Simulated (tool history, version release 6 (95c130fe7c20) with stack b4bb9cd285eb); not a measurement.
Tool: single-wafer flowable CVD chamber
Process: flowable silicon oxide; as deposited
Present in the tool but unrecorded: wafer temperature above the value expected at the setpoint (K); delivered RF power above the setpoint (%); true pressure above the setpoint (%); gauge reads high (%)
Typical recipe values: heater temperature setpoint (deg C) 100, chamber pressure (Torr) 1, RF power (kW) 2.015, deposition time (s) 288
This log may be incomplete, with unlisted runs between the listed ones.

run,hour,heater temperature setpoint (deg C),chamber pressure (Torr),RF power (kW),deposition time (s),wafers since the last listed run,hours since the last thermocouple change,hours since the last RF generator calibration,hours since the last manometer calibration,hours since the showerhead was replaced,hours since the gauge calibration,"read-back reference wafer on the same gauge, thickness_nm",mean film thickness on the monitor wafer (angstrom)
1,0,100,1,2.015,288,0,1845.2,950,1482.5,4190.5,135.2,224.843,2233.87
2,7.2,100,1,2.015,288,30,1852.4,957.2,1489.7,4197.7,142.4,224.896,2257.2
3,13.8,100,1,1.82,288,27,1859,963.8,1496.3,4204.3,149,224.634,2183.08
4,22,100,1,2.015,288,34,1867.2,972,1504.5,4212.5,157.2,225.51,2251.69
5,33.4,100,1,2.015,288,47,1878.6,983.4,1515.9,4223.9,168.6,224.607,2237.92
6,40.3,100,1,2.015,288,28,1885.5,990.3,1522.8,4230.8,175.5,225.2,2254.59
7,48.6,100,1,2.015,262,34,1893.8,998.6,1531.1,4239.1,183.8,225.052,2050.72
8,64.7,100,1,2.015,262,67,1909.9,1014.7,1547.2,4255.2,199.9,225.082,2041.42
9,71.6,100,1,2.015,247,28,1916.8,1021.6,1554.1,4262.1,206.8,224.779,1940.05
# hour 85.9: capacitance manometer re-zeroed and calibrated
10,87.3,100,1,2.015,247,32,1932.5,1037.3,1.4,4277.8,222.5,225.072,1937.78
11,96.3,100,0.94,1.84,288,37,1941.5,1046.3,10.4,4286.8,231.5,225.177,2081.89
12,105.6,100,0.81,2.015,288,38,1950.8,1055.6,19.7,4296.1,240.8,224.642,1801.23
# hour 134.9: gauge calibrated
13,143,100,1,2.015,288,156,1988.2,1093,57.1,4333.5,8.1,224.864,2227.4
14,152.3,93,1,2.015,233,38,1997.5,1102.3,66.4,4342.8,17.4,225.609,2374.38
15,165.3,100,0.79,2.015,306,54,2010.5,1115.3,79.4,4355.8,30.4,224.824,1896.1
16,176.3,87,1,2.13,288,46,2021.5,1126.3,90.4,4366.8,41.4,225.112,3672.26
# hour 194.1: RF generator calibrated
17,194.6,100,1,2.015,288,43,2039.8,0.5,108.7,4385.1,59.7,224.747,2272.77
# hour 208.1: showerhead replaced
18,208.6,100,1,2.015,288,25,2053.8,14.5,122.7,0.5,73.7,224.879,2282.67
# hour 224.3: thermocouple changed; heater temperature recalibrated
19,224.8,100,1.1,2.015,288,34,0.5,30.7,138.9,16.7,89.9,224.899,2489.64
20,228.9,100,1.06,2.015,288,17,4.6,34.8,143,20.8,94,224.978,2392.47
21,241.4,87,1,2.015,288,52,17.1,47.3,155.5,33.3,106.5,225.06,3615.62
22,248.9,111,0.88,2.015,249,31,24.6,54.8,163,40.8,114,224.999,1136.09
23,258.2,88,1,2.245,288,38,33.9,64.1,172.3,50.1,123.3,225.015,3551.21
24,271.5,94,0.91,2.015,288,55,47.2,77.4,185.6,63.4,136.6,225.478,2595.26
25,283.5,100,1,2.015,231,50,59.2,89.4,197.6,75.4,148.6,224.847,1794.87
26,290,100,0.91,2.375,309,27,65.7,95.9,204.1,81.9,155.1,224.921,2261.49
27,297.8,100,1,2.015,288,32,73.5,103.7,211.9,89.7,162.9,224.662,2246.6
28,305,100,1,2.015,288,30,80.7,110.9,219.1,96.9,170.1,224.858,2228.25

Predict each of these 5 candidate next runs independently; none follows another, all start after run 28:
A,305.5,100,1,2.015,312,2,81.2,111.4,219.6,97.4,170.6,?,?
B,305.5,108,0.81,2.26,288,2,81.2,111.4,219.6,97.4,170.6,?,?
C,305.5,109,1.22,2.39,244,2,81.2,111.4,219.6,97.4,170.6,?,?
D,305.5,112,0.76,2.015,240,2,81.2,111.4,219.6,97.4,170.6,?,?
E,305.5,100,0.87,2.015,241,2,81.2,111.4,219.6,97.4,170.6,?,?

run,"read-back reference wafer on the same gauge, thickness_nm",mean film thickness on the monitor wafer (angstrom)
A,225.239,2464.99
B,225.239,1394.42
C,225.239,1711.94
D,225.239,921.7
E,225.239,1659.51
The same runs, with their run-to-run variation unchanged, on a tool lacking any hidden condition would have given:
run,mean film thickness on the monitor wafer (angstrom)
A,2464.99
B,1394.42
C,1711.94
D,921.7
E,1659.51
